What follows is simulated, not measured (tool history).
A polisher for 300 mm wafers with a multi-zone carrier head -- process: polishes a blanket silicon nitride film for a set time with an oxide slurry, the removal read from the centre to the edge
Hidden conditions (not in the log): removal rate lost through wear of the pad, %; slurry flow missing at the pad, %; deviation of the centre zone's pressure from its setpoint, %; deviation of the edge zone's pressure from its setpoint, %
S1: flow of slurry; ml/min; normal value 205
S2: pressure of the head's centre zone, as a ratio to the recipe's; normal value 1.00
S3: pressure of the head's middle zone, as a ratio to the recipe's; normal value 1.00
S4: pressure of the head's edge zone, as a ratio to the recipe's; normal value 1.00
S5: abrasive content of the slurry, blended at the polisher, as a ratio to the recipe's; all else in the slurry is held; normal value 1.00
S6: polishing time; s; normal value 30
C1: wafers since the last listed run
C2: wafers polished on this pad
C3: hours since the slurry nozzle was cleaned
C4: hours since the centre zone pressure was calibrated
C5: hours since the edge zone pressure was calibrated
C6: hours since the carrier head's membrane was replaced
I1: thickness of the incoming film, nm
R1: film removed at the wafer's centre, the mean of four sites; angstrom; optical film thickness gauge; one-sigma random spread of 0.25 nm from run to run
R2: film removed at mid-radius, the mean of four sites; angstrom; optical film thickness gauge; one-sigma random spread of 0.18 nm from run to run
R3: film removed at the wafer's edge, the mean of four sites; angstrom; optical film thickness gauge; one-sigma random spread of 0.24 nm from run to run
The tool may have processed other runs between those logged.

run	hour	S1	S2	S3	S4	S5	S6	C1	C2	C3	C4	C5	C6	I1	R1	R2	R3
1	0.0	205	1.00	1.00	1.00	1.00	30	0	735	10.0	3.7	1117.0	778.5	246.0	256	256	256
2	7.6	205	0.91	0.91	1.00	1.00	30	126	861	17.6	11.3	1124.6	786.1	249.4	233	236	254
3	24.1	205	1.00	1.00	1.00	1.00	30	273	1135	34.1	27.8	1141.1	802.6	250.0	249	251	254
# hour 31.1: worn pad replaced by a new one
4	37.0	205	1.00	1.00	1.00	1.00	30	147	97	47.0	40.7	1154.0	815.5	251.6	255	255	253
5	52.4	205	1.00	1.00	1.00	1.00	30	255	352	62.4	56.1	1169.4	830.9	253.2	246	253	254
6	59.1	205	1.00	1.00	1.00	1.00	27	111	464	69.1	62.8	1176.1	837.6	253.6	227	226	229
7	67.4	205	0.93	1.06	1.00	1.00	40	137	601	77.4	71.1	1184.4	845.9	250.5	315	348	337
# hour 77.9: carrier head's membrane replaced by a new one
8	81.3	140	1.00	1.00	1.00	1.00	30	147	749	91.3	85.0	1198.3	3.4	250.0	225	231	237
9	93.6	205	1.00	1.00	0.91	1.00	30	204	953	103.6	97.3	1210.6	15.7	251.9	255	250	246
10	106.1	205	1.00	1.00	1.00	1.00	30	207	1161	116.1	109.8	1223.1	28.2	250.5	248	248	251
# hour 124.4: worn pad replaced by a new one
11	124.9	205	0.93	0.95	1.00	1.00	30	245	8	134.9	128.6	1241.9	47.0	249.5	230	237	253
12	127.3	205	1.00	1.00	1.00	1.00	30	39	48	137.3	131.0	1244.3	49.4	254.2	247	247	255
13	135.6	230	1.00	0.90	1.00	0.85	38	137	186	145.6	139.3	1252.6	57.7	248.8	299	279	309
# hour 146.8: edge zone pressure recalibrated
14	147.4	255	1.00	1.00	1.07	0.80	30	162	349	157.4	151.1	0.6	69.5	246.0	232	236	243
15	155.8	205	1.00	1.00	0.89	1.00	30	139	488	165.8	159.5	9.0	77.9	251.0	249	249	235
16	171.5	165	0.96	1.00	1.00	1.00	30	260	749	181.5	175.2	24.7	93.6	252.8	230	236	244
17	177.6	205	1.00	1.00	1.04	1.00	30	101	850	187.6	181.3	30.8	99.7	255.5	246	247	256
18	194.7	205	1.00	0.91	1.00	1.00	30	283	1134	204.7	198.4	47.9	116.8	248.5	247	234	249
# hour 204.7: worn pad replaced by a new one
19	205.3	205	1.00	1.00	1.00	1.00	26	109	10	215.3	209.0	58.5	127.4	251.8	212	211	222
20	214.3	235	1.00	1.00	1.00	1.00	30	149	159	224.3	218.0	67.5	136.4	250.8	253	254	254
21	223.1	180	1.00	1.00	1.00	1.25	30	146	305	233.1	226.8	76.3	145.2	249.6	261	262	267
22	231.4	145	1.11	0.90	0.89	1.00	30	137	443	241.4	235.1	84.6	153.5	255.6	242	211	222
23	245.1	205	1.00	1.00	1.00	1.00	30	227	670	255.1	248.8	98.3	167.2	249.6	244	244	252

3 ways to go on from here, each from the tool as it stands after run 23. What would each give?
A	245.5	240	1.00	1.00	1.00	1.00	30	6	677	255.5	249.2	98.7	167.6	250.1	?	?	?
B	245.5	205	1.00	1.00	1.05	1.00	30	6	677	255.5	249.2	98.7	167.6	250.1	?	?	?
C	245.5	140	1.00	0.94	0.92	1.00	30	6	677	255.5	249.2	98.7	167.6	250.1	?	?	?

run	R1	R2	R3
A	252	251	258
B	244	244	258
C	219	213	227
With no hidden state in the tool, these same runs would have given:
run	R1	R2	R3
A	262	260	264
B	255	254	266
C	235	226	237
